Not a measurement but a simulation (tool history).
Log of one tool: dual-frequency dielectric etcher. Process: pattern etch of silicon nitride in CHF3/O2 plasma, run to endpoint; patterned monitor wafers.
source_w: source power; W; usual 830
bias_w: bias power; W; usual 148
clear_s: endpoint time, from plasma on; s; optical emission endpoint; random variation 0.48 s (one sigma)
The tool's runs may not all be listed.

run   hour  source_w  bias_w  wafers since the last listed run  hours since the last wet clean  hours since the last source power generator calibration  hours since the last bias power generator calibration  hours since the last upper electrode change  incoming incoming film thickness, nm  clear_s
  1      0       830     148                                 0                           442.2                                                   2820.5                                                 2681.5                                       2483.4                                 108.7     73.3
      12.9  -- wet clean of the chamber
  2   30.5       690     148                               178                            17.6                                                     2851                                                   2712                                       2513.9                                 110.3     80.5
  3   90.3       690     148                               606                            77.4                                                   2910.8                                                 2771.8                                       2573.7                                 109.9     80.9
  4  114.3       690     148                               243                           101.4                                                   2934.8                                                 2795.8                                       2597.7                                 110.1     81.2
  5  127.8       830     159                               136                           114.9                                                   2948.3                                                 2809.3                                       2611.2                                 110.5     72.2
  6  156.8       930     127                               294                           143.9                                                   2977.3                                                 2838.3                                       2640.2                                 110.4     71.4
  7  190.1       930     127                               337                           177.2                                                   3010.6                                                 2871.6                                       2673.5                                 109.9     72.1
     227.6  -- upper electrode replaced
  8  228.1       930     127                               141                           215.2                                                   3048.6                                                 2909.6                                          0.5                                   110     71.6
  9  238.6       990     169                               106                           225.7                                                   3059.1                                                 2920.1                                           11                                 109.2     65.2
 10  261.5       830     148                               232                           248.6                                                     3082                                                   2943                                         33.9                                 111.6     75.4
 11  296.4       830     148                               353                           283.5                                                   3116.9                                                 2977.9                                         68.8                                 109.1     74.2
 12    370       660     148                               746                           357.1                                                   3190.5                                                 3051.5                                        142.4                                   111     86.5
 13  393.9       740     127                               242                             381                                                   3214.4                                                 3075.4                                        166.3                                 108.1     82.8
 14  425.6      1020     148                               321                           412.7                                                   3246.1                                                 3107.1                                          198                                 109.5     67.6
     436.2  -- bias power generator calibrated
     463.8  -- source power generator calibrated
 15  464.3       950     169                               311                           451.4                                                      0.5                                                   28.1                                        236.7                                 110.6     68.5
 16  481.1       720     159                               170                           468.2                                                     17.3                                                   44.9                                        253.5                                 110.1     80.4
 17  503.6       640     183                               228                           490.7                                                     39.8                                                   67.4                                          276                                 110.6     84.1
     527.7  -- wet clean of the chamber
 18  536.4       960     148                                89                             8.7                                                     72.6                                                  100.2                                        308.8                                 110.5     66.3
 19    581       710     131                               452                            53.3                                                    117.2                                                  144.8                                        353.4                                 109.9     80.7
 20  616.6       830     148                               361                            88.9                                                    152.8                                                  180.4                                          389                                 110.3       73
 21  640.7       720     175                               244                             113                                                    176.9                                                  204.5                                        413.1                                 109.8     75.5
 22  666.2       940     174                               258                           138.5                                                    202.4                                                    230                                        438.6                                 109.8     65.5
 23  688.6       830     148                               227                           160.9                                                    224.8                                                  252.4                                          461                                   110     72.5

Hidden state or all else? Some run-to-run changes of clear_s, split into what the settings, what came in and random variation would give without the hidden state, and what is left for the hidden state (with any gauge scatter that isn't in both results):
The hidden state here: etch rate over this chamber's usual, %; source power that arrives over what is set, %; bias power that arrives over what is set, %.
Run 1 -> 2: source_w 830 -> 690, wet clean of the chamber. clear_s +7.2 s: hidden state -3.1, all else +10.3.
Run 13 -> 14: source_w 740 -> 1020, bias_w 127 -> 148. clear_s -15.2 s: hidden state -0.6, all else -14.6.
Run 17 -> 18: source_w 640 -> 960, bias_w 183 -> 148, wet clean of the chamber. clear_s -17.8 s: hidden state -5, all else -12.8.

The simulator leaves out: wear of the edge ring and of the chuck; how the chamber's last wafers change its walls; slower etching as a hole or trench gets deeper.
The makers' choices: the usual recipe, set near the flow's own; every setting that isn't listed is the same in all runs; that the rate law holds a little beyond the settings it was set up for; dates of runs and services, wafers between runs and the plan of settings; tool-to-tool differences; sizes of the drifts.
